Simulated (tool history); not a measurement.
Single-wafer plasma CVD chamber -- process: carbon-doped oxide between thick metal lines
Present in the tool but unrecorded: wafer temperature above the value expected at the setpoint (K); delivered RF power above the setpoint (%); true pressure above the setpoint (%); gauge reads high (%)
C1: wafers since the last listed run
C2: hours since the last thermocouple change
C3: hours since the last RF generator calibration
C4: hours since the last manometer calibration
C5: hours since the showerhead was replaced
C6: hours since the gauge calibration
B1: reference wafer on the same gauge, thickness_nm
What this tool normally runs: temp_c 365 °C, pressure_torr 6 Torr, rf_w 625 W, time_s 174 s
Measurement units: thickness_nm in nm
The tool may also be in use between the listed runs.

Run 1, hour 0: usual settings; C1 0; C2 681.9; C3 1406.1; C4 1255.2; C5 4321.5; C6 177.6; B1 867.208. Result: thickness_nm 889.977 nm.
Run 2, hour 9.9: usual settings; C1 123; C2 691.8; C3 1416; C4 1265.1; C5 4331.4; C6 187.5; B1 866.841. Result: thickness_nm 889.214 nm.
Run 3, hour 18.5: usual settings; C1 106; C2 700.4; C3 1424.6; C4 1273.7; C5 4340; C6 196.1; B1 867.226. Result: thickness_nm 889.012 nm.
Run 4, hour 28.6: usual settings but temp_c 374 °C; C1 125; C2 710.5; C3 1434.7; C4 1283.8; C5 4350.1; C6 206.2; B1 866.9. Result: thickness_nm 874.528 nm.
Run 5, hour 44.5: usual settings but temp_c 374 °C; C1 197; C2 726.4; C3 1450.6; C4 1299.7; C5 4366; C6 222.1; B1 866.89. Result: thickness_nm 875.254 nm.
Run 6, hour 59.6: usual settings but temp_c 374 °C; C1 187; C2 741.5; C3 1465.7; C4 1314.8; C5 4381.1; C6 237.2; B1 867.181. Result: thickness_nm 873.697 nm.
Run 7, hour 75.1: usual settings but time_s 164 s; C1 192; C2 757; C3 1481.2; C4 1330.3; C5 4396.6; C6 252.7; B1 867.242. Result: thickness_nm 835.075 nm.
Run 8, hour 83.7: usual settings but temp_c 373 °C; C1 106; C2 765.6; C3 1489.8; C4 1338.9; C5 4405.2; C6 261.3; B1 866.606. Result: thickness_nm 871.825 nm.
Run 9, hour 90.4: usual settings but pressure_torr 5.32 Torr, rf_w 560 W; C1 83; C2 772.3; C3 1496.5; C4 1345.6; C5 4411.9; C6 268; B1 867.091. Result: thickness_nm 830.762 nm.
Run 10, hour 104.8: usual settings but pressure_torr 5.32 Torr, rf_w 560 W; C1 178; C2 786.7; C3 1510.9; C4 1360; C5 4426.3; C6 282.4; B1 866.943. Result: thickness_nm 828.966 nm.
Run 11, hour 116.6: usual settings but pressure_torr 5.32 Torr, rf_w 560 W; C1 146; C2 798.5; C3 1522.7; C4 1371.8; C5 4438.1; C6 294.2; B1 866.793. Result: thickness_nm 829.969 nm.
Run 12, hour 132.7: usual settings; C1 200; C2 814.6; C3 1538.8; C4 1387.9; C5 4454.2; C6 310.3; B1 867.311. Result: thickness_nm 882.756 nm.
Run 13, hour 148.8: usual settings; C1 200; C2 830.7; C3 1554.9; C4 1404; C5 4470.3; C6 326.4; B1 866.708. Result: thickness_nm 882.919 nm.
Run 14, hour 162.5: usual settings but temp_c 354 °C, time_s 197 s; C1 170; C2 844.4; C3 1568.6; C4 1417.7; C5 4484; C6 340.1; B1 866.916. Result: thickness_nm 1022.704 nm.
Run 15, hour 172.4: usual settings but temp_c 360 °C, rf_w 750 W; C1 123; C2 854.3; C3 1578.5; C4 1427.6; C5 4493.9; C6 350; B1 867.059. Result: thickness_nm 970.596 nm.
Run 16, hour 184.5: usual settings; C1 150; C2 866.4; C3 1590.6; C4 1439.7; C5 4506; C6 362.1; B1 867.07. Result: thickness_nm 883.131 nm.
At hour 221.6: capacitance manometer re-zeroed and calibrated.
At hour 229.5: RF generator calibrated.
Run 17, hour 230: usual settings but rf_w 735 W; C1 367; C2 911.9; C3 0.5; C4 8.4; C5 4551.5; C6 407.6; B1 866.826. Result: thickness_nm 995.091 nm.
Run 18, hour 232.5: usual settings but pressure_torr 5.03 Torr, rf_w 690 W, time_s 186 s; C1 31; C2 914.4; C3 3; C4 10.9; C5 4554; C6 410.1; B1 867.034. Result: thickness_nm 1006.711 nm.
Run 19, hour 243: usual settings but temp_c 370 °C, pressure_torr 5.58 Torr, time_s 191 s; C1 130; C2 924.9; C3 13.5; C4 21.4; C5 4564.5; C6 420.6; B1 867.09. Result: thickness_nm 995.419 nm.
At hour 253.9: gauge calibrated.
At hour 254.7: thermocouple changed; heater temperature recalibrated.
Run 20, hour 256.1: usual settings but pressure_torr 6.39 Torr, time_s 142 s; C1 63; C2 1.4; C3 26.6; C4 34.5; C5 4577.6; C6 2.2; B1 866.9. Result: thickness_nm 761.343 nm.
Run 21, hour 268.1: usual settings but pressure_torr 4.54 Torr, rf_w 700 W; C1 149; C2 13.4; C3 38.6; C4 46.5; C5 4589.6; C6 14.2; B1 867.538. Result: thickness_nm 931.933 nm.
At hour 277.1: showerhead replaced.
Run 22, hour 277.6: usual settings; C1 18; C2 22.9; C3 48.1; C4 56; C5 0.5; C6 23.7; B1 866.886. Result: thickness_nm 922.293 nm.
Run 23, hour 314.2: usual settings; C1 454; C2 59.5; C3 84.7; C4 92.6; C5 37.1; C6 60.3; B1 866.816. Result: thickness_nm 924.693 nm.
Run 24, hour 331.8: usual settings but temp_c 377 °C, pressure_torr 4.64 Torr, rf_w 515 W, time_s 155 s; C1 218; C2 77.1; C3 102.3; C4 110.2; C5 54.7; C6 77.9; B1 867.009. Result: thickness_nm 710.944 nm.
Run 25, hour 343.1: usual settings; C1 140; C2 88.4; C3 113.6; C4 121.5; C5 66; C6 89.2; B1 866.88. Result: thickness_nm 923.394 nm.
Run 26, hour 349.7: usual settings; C1 82; C2 95; C3 120.2; C4 128.1; C5 72.6; C6 95.8; B1 867.364. Result: thickness_nm 923.854 nm.

Results for each run, recomputed without the tool's hidden state and with each run's random variation untouched:
run  thickness_nm
  1       924.994
  2       924.638
  3       924.811
  4        910.19
  5       911.655
  6       910.714
  7       871.133
  8       909.865
  9       867.759
 10       866.544
 11        868.14
 12       923.612
 13        924.57
 14      1071.737
 15      1016.303
 16       926.577
 17       995.899
 18      1007.528
 19       996.254
 20       761.988
 21       932.712
 22       923.098
 23       925.572
 24        711.68
 25       924.356
 26       924.839
